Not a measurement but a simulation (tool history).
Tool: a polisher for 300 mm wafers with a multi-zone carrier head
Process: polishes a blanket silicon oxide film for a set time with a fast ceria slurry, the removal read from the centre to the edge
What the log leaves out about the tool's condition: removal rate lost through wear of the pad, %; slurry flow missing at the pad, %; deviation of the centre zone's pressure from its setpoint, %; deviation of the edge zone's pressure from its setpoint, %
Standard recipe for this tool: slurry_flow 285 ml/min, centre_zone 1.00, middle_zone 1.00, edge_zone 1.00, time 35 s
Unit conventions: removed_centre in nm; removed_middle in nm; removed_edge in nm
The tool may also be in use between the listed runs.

run   hour  slurry_flow  centre_zone  middle_zone  edge_zone  time  wafers since the last listed run  wafers polished on this pad  hours since the slurry nozzle was cleaned  hours since the centre zone pressure was calibrated  hours since the edge zone pressure was calibrated  hours since the carrier head's membrane was replaced  incoming thickness of the incoming film, nm  removed_centre  removed_middle  removed_edge
  1    0.0          285         1.00         1.00       1.00    28                                 0                         3704                                       32.2                                                754.2                                             1026.5                                                 528.1                                       1838.8           393.8           385.8         382.6
  2   42.8          265         1.00         1.00       1.00    35                               501                         4206                                       75.0                                                797.0                                             1069.3                                                 570.9                                       1829.2           475.3           475.2         464.3
  3   92.2          265         1.00         1.00       1.00    35                               579                         4785                                      124.4                                                846.4                                             1118.7                                                 620.3                                       1822.9           456.9           459.4         448.7
     116.0  -- worn pad replaced by a new one
  4  149.0          265         1.00         1.00       1.00    35                               619                          387                                      181.2                                                903.2                                             1175.5                                                 677.1                                       1790.7           516.4           512.2         512.6
  5  196.7          285         1.00         1.00       0.94    35                               559                          946                                      228.9                                                950.9                                             1223.2                                                 724.8                                       1792.9           519.4           513.9         496.7
  6  300.5          285         1.00         1.00       0.94    35                              1217                         2164                                      332.7                                               1054.7                                             1327.0                                                 828.6                                       1773.1           506.6           502.7         499.5
     345.6  -- edge zone pressure recalibrated
  7  360.9          285         1.00         1.00       1.00    35                               684                         2849                                      393.1                                               1115.1                                               15.3                                                 889.0                                       1824.7           500.7           502.2         514.4
  8  404.1          285         1.00         1.00       1.00    35                               506                         3355                                      436.3                                               1158.3                                               58.5                                                 932.2                                       1823.9           488.2           495.5         506.8
     442.4  -- slurry nozzle cleaned
     454.6  -- centre zone pressure recalibrated
  9  455.5          285         1.00         1.00       1.00    35                               567                         3923                                       13.1                                                  0.9                                              109.9                                                 983.6                                       1803.8           484.9           485.0         472.4
     489.7  -- worn pad replaced by a new one
     527.5  -- carrier head's membrane replaced by a new one
 10  536.6          285         1.00         1.04       1.00    35                               845                          491                                       94.2                                                 82.0                                              191.0                                                   9.1                                       1806.1           529.1           549.6         524.2
 11  594.4          385         0.90         1.08       1.00    35                               677                         1168                                      152.0                                                139.8                                              248.8                                                  66.9                                       1786.4           485.3           584.7         524.1
 12  678.9          285         0.93         1.09       1.00    35                               991                         2159                                      236.5                                                224.3                                              333.3                                                 151.4                                       1825.2           472.6           553.5         507.3
 13  753.2          285         1.00         1.00       1.03    35                               871                         3031                                      310.8                                                298.6                                              407.6                                                 225.7                                       1813.5           504.3           497.4         497.0
 14  833.0          325         1.00         1.00       1.11    35                               935                         3967                                      390.6                                                378.4                                              487.4                                                 305.5                                       1789.8           498.6           499.6         520.2
     845.4  -- slurry nozzle cleaned
     904.5  -- worn pad replaced by a new one, of another model than before
 15  910.8          220         1.06         1.11       1.00    35                               853                           73                                       65.4                                                456.2                                              565.2                                                 383.3                                       1800.5           526.9           538.9         520.2
 16  949.0          285         1.00         1.00       1.00    35                               448                          521                                      103.6                                                494.4                                              603.4                                                 421.5                                       1783.1           522.2           523.2         514.4

Forecast run 17:
 17  1019.3          285         1.03         0.88       1.00    35                               824                         1345                                      173.9                                                564.7                                              673.7                                                 491.8                                       1808.8               ?               ?             ?

{"run 17": {"removed_centre": 531.9, "removed_middle": 465.6, "removed_edge": 527.7}}
If the tool had no hidden condition, the same run with the same run-to-run variation would have returned removed_centre 540.1 nm, removed_middle 472.8 nm, removed_edge 535.9 nm.

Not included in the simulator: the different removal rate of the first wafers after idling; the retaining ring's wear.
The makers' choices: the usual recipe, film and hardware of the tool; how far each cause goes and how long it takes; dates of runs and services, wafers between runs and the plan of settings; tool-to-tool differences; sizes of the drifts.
